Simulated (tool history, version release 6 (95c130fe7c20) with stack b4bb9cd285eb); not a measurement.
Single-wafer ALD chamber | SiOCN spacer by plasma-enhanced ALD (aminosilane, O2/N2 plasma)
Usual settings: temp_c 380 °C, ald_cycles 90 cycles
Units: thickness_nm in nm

run	hour	temp_c	ald_cycles	read-back reference wafer on the same gauge, thickness_nm	thickness_nm
1	0.0	380	90	5.267	5.490
# hour 8.8: gauge calibrated
2	14.7	390	85	5.265	5.201
3	42.9	380	90	5.269	5.500
4	58.3	380	90	5.274	5.498
5	72.3	369	90	5.266	5.527
6	92.5	369	90	5.266	5.490
7	117.4	369	90	5.274	5.486
# hour 149.6: thermocouple changed; heater temperature recalibrated
8	150.1	371	108	5.272	6.619
# hour 161.9: gauge calibrated
9	163.3	387	75	5.276	4.578
10	186.9	380	90	5.271	5.487
11	200.8	393	99	5.275	6.048
12	236.1	376	74	5.272	4.521
13	258.4	380	90	5.278	5.492
14	276.8	393	100	5.267	6.114

3 ways to go on from here, each from the tool as it stands after run 14. What would each give?
A	277.4	391	90	?	?
B	277.4	376	75	?	?
C	277.4	369	98	?	?

run	read-back reference wafer on the same gauge, thickness_nm	thickness_nm
A	5.280	5.516
B	5.280	4.597
C	5.280	6.007
Without the tool's hidden state the same runs would have given:
run	thickness_nm
A	5.516
B	4.597
C	6.007
